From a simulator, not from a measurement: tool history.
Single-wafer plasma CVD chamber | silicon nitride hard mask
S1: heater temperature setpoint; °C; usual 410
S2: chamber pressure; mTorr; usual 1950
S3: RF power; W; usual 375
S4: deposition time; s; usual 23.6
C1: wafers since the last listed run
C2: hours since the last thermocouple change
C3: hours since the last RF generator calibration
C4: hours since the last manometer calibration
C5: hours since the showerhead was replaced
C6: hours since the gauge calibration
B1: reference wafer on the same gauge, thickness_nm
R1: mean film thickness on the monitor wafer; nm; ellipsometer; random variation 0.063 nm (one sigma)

{"run": 1, "day": 0.0, "S1": 410, "S2": 2310, "S3": 375, "S4": 25.4, "C1": 0, "C2": 1112.1, "C3": 1781.6, "C4": 2159.5, "C5": 6158.7, "C6": 79, "B1": 37.501, "R1": 33.675}
{"run": 2, "day": 0.558, "S1": 410, "S2": 2310, "S3": 375, "S4": 25.4, "C1": 354, "C2": 1125.5, "C3": 1795, "C4": 2172.9, "C5": 6172.1, "C6": 92.4, "B1": 37.496, "R1": 33.586}
{"run": 3, "day": 1.05, "S1": 410, "S2": 1950, "S3": 375, "S4": 23.6, "C1": 312, "C2": 1137.3, "C3": 1806.8, "C4": 2184.7, "C5": 6183.9, "C6": 104.2, "B1": 37.475, "R1": 30.257}
{"run": 4, "day": 1.746, "S1": 410, "S2": 1950, "S3": 375, "S4": 23.6, "C1": 441, "C2": 1154, "C3": 1823.5, "C4": 2201.4, "C5": 6200.6, "C6": 120.9, "B1": 37.518, "R1": 30.265}
{"run": 5, "day": 2.296, "S1": 410, "S2": 1950, "S3": 375, "S4": 23.6, "C1": 349, "C2": 1167.2, "C3": 1836.7, "C4": 2214.6, "C5": 6213.8, "C6": 134.1, "B1": 37.458, "R1": 30.169}
{"day": 4.696, "done": "showerhead replaced"}
{"run": 6, "day": 4.717, "S1": 400, "S2": 1950, "S3": 375, "S4": 23.6, "C1": 1324, "C2": 1225.3, "C3": 1894.8, "C4": 2272.7, "C5": 0.5, "C6": 192.2, "B1": 37.523, "R1": 30.251}
{"run": 7, "day": 5.012, "S1": 410, "S2": 1950, "S3": 375, "S4": 23.6, "C1": 187, "C2": 1232.4, "C3": 1901.9, "C4": 2279.8, "C5": 7.6, "C6": 199.3, "B1": 37.498, "R1": 30.234}
{"day": 5.792, "done": "thermocouple changed; heater temperature recalibrated"}
{"run": 8, "day": 5.812, "S1": 410, "S2": 1950, "S3": 375, "S4": 23.6, "C1": 296, "C2": 0.5, "C3": 1921.1, "C4": 2299, "C5": 26.8, "C6": 218.5, "B1": 37.501, "R1": 30.11}
{"day": 6.204, "done": "capacitance manometer re-zeroed and calibrated"}
{"run": 9, "day": 6.225, "S1": 410, "S2": 1950, "S3": 375, "S4": 23.6, "C1": 50, "C2": 10.4, "C3": 1931, "C4": 0.5, "C5": 36.7, "C6": 228.4, "B1": 37.49, "R1": 30.093}
{"day": 6.696, "done": "RF generator calibrated"}
{"run": 10, "day": 6.767, "S1": 410, "S2": 2050, "S3": 375, "S4": 23.6, "C1": 132, "C2": 23.4, "C3": 1.7, "C4": 13.5, "C5": 49.7, "C6": 241.4, "B1": 37.533, "R1": 32.586}
{"run": 11, "day": 7.267, "S1": 410, "S2": 1950, "S3": 375, "S4": 23.6, "C1": 317, "C2": 35.4, "C3": 13.7, "C4": 25.5, "C5": 61.7, "C6": 253.4, "B1": 37.515, "R1": 32.242}
{"run": 12, "day": 7.754, "S1": 414, "S2": 1950, "S3": 375, "S4": 25.7, "C1": 309, "C2": 47.1, "C3": 25.4, "C4": 37.2, "C5": 73.4, "C6": 265.1, "B1": 37.498, "R1": 35.099}
{"day": 7.917, "done": "gauge calibrated"}
{"run": 13, "day": 8.496, "S1": 418, "S2": 1950, "S3": 335, "S4": 23.6, "C1": 470, "C2": 64.9, "C3": 43.2, "C4": 55, "C5": 91.2, "C6": 13.9, "B1": 37.482, "R1": 29.469}
{"run": 14, "day": 9.071, "S1": 423, "S2": 1950, "S3": 375, "S4": 23.6, "C1": 364, "C2": 78.7, "C3": 57, "C4": 68.8, "C5": 105, "C6": 27.7, "B1": 37.468, "R1": 31.978}

The next listed run, before its measurement:
{"run": 15, "day": 9.379, "S1": 410, "S2": 1740, "S3": 375, "S4": 22, "C1": 195, "C2": 86.1, "C3": 64.4, "C4": 76.2, "C5": 112.4, "C6": 35.1, "B1": "?", "R1": "?"}

B1: 37.51
R1: 29.416 nm
Without the tool's hidden state the same run would have given R1 29.576 nm.

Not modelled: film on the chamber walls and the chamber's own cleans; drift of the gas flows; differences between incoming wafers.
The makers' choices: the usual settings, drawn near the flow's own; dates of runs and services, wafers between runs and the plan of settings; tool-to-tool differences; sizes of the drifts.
